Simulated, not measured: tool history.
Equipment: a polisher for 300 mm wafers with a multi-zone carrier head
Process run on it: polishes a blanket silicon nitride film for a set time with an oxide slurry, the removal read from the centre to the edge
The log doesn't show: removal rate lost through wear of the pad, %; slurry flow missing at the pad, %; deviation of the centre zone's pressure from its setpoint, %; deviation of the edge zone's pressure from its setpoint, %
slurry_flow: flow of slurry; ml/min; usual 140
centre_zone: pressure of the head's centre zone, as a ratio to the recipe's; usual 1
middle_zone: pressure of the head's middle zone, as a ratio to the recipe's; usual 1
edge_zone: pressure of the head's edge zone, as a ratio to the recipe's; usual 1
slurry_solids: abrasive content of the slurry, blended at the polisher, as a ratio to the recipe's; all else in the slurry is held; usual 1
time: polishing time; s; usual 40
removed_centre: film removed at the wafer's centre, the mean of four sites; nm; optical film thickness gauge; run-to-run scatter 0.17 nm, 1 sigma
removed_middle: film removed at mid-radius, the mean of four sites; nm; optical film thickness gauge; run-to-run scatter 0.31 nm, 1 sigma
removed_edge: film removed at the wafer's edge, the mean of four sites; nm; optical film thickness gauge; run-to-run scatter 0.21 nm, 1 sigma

run    hour  slurry_flow  centre_zone  middle_zone  edge_zone  slurry_solids  time  wafers since the last listed run  wafers polished on this pad  hours since the slurry nozzle was cleaned  hours since the centre zone pressure was calibrated  hours since the edge zone pressure was calibrated  hours since the carrier head's membrane was replaced  incoming thickness of the incoming film, nm  removed_centre  removed_middle  removed_edge
  1       0          140            1            1          1              1    40                                 0                         4026                                      473.1                                                429.6                                                514                                                 913.2                                        434.1            27.8            27.1          27.4
  2      58          140            1            1          1              1    40                               815                         4842                                      531.1                                                487.6                                                572                                                 971.2                                        429.9            27.5            27.8          27.2
       94.7  -- slurry nozzle cleaned
  3     111          140            1            1       1.04              1    40                               731                         5573                                       16.3                                                540.6                                                625                                                1024.2                                        432.5            27.6            27.1          27.6
  4   149.4          140            1            1          1              1    40                               540                         6113                                       54.7                                                  579                                              663.4                                                1062.6                                        428.3            27.5              27          27.1
  5   242.1          140            1            1       1.08           1.15    34                              1303                         7417                                      147.4                                                671.7                                              756.1                                                1155.3                                        424.1            25.3              25          25.8
  6   307.4          140            1            1          1              1    40                               918                         8335                                      212.7                                                  737                                              821.4                                                1220.6                                        433.2            27.3            26.9          27.1
      337.5  -- worn pad replaced by a new one
  7   349.9          140            1            1          1              1    40                               541                          174                                      255.2                                                779.5                                              863.9                                                1263.1                                        430.8            28.3            28.2          28.1
  8   443.3          140          0.9         1.04       0.95              1    31                              1313                         1488                                      348.6                                                872.9                                              957.3                                                1356.5                                        431.3            20.1            22.1          20.8
      513.5  -- carrier head's membrane replaced by a new one
  9   529.9          140            1            1          1              1    40                              1147                         2635                                      435.2                                                959.5                                             1043.9                                                  16.4                                        433.1            27.7              28          27.3
 10   627.2          140            1            1          1              1    26                              1368                         4004                                      532.5                                               1056.8                                             1141.2                                                 113.7                                        432.8            18.1              18          17.8
      689.5  -- edge zone pressure recalibrated
 11     690          105         1.08         0.96          1           1.15    40                               855                         4859                                      595.3                                               1119.6                                                0.5                                                 176.5                                        426.5            30.5              28          28.6
      700.6  -- slurry nozzle cleaned
 12   805.5          140            1            1       1.03              1    52                              1610                         6469                                      104.9                                               1235.1                                                116                                                   292                                        428.8            35.6            35.5          36.1
 13   848.1          140            1            1          1              1    40                               599                         7068                                      147.5                                               1277.7                                              158.6                                                 334.6                                        435.7            27.5            27.4            27
      863.7  -- worn pad replaced by a new one
      880.7  -- centre zone pressure recalibrated
 14     920          140         0.94            1          1            1.1    46                               926                          762                                      219.4                                                 39.3                                              230.5                                                 406.5                                          432            32.5            33.6          33.9
 15  1025.5          140            1            1       0.94              1    40                              1483                         2246                                      324.9                                                144.8                                                336                                                   512                                        432.8            27.7            27.4          26.5
 16    1101          140            1            1          1              1    34                              1061                         3308                                      400.4                                                220.3                                              411.5                                                 587.5                                        426.4            23.6            23.5          23.4
 17  1200.4          160         0.96            1          1           0.85    53                              1397                         4706                                      499.8                                                319.7                                              510.9                                                 686.9                                        434.5            33.2            34.1          32.9
 18  1239.9          140            1            1          1              1    54                               555                         5261                                      539.3                                                359.2                                              550.4                                                 726.4                                        434.4            37.3            37.5          36.9
     1250.9  -- slurry nozzle cleaned
 19  1338.7          185            1          0.9          1              1    40                              1375                         6636                                       87.8                                                  458                                              649.2                                                 825.2                                        432.6            28.6            26.3          28.1
     1408.9  -- worn pad replaced by a new one
 20  1443.2          140            1            1        1.1              1    40                              1413                          481                                      192.3                                                562.5                                              753.7                                                 929.7                                        429.3              28            27.6          29.2
 21  1517.1          175            1          0.9          1              1    40                              1039                         1521                                      266.2                                                636.4                                              827.6                                                1003.6                                        433.9            28.8            26.6          28.7
 22    1619          140            1          1.1          1              1    40                              1432                         2954                                      368.1                                                738.3                                              929.5                                                1105.5                                        433.5            27.7            29.7          27.5

Below are 3 alternative next runs, each starting from the tool's condition after run 22. Predict each:
  A  1619.4          140            1            1          1              1    40                                 5                         2959                                      368.5                                                738.7                                              929.9                                                1105.9                                        425.1               ?               ?             ?
  B  1619.4          140            1            1       1.06              1    40                                 5                         2959                                      368.5                                                738.7                                              929.9                                                1105.9                                        425.1               ?               ?             ?
  C  1619.4          170            1            1       0.94              1    48                                 5                         2959                                      368.5                                                738.7                                              929.9                                                1105.9                                        425.1               ?               ?             ?

run  removed_centre  removed_middle  removed_edge
  A            27.8            27.6          27.4
  B            27.8            27.6          28.1
  C            34.1            33.8          32.3
With the hidden condition removed and each run's random variation left untouched, the same runs would have given:
run  removed_centre  removed_middle  removed_edge
  A            28.4            28.2          27.9
  B            28.4            28.2          28.8
  C            34.9            34.5            33
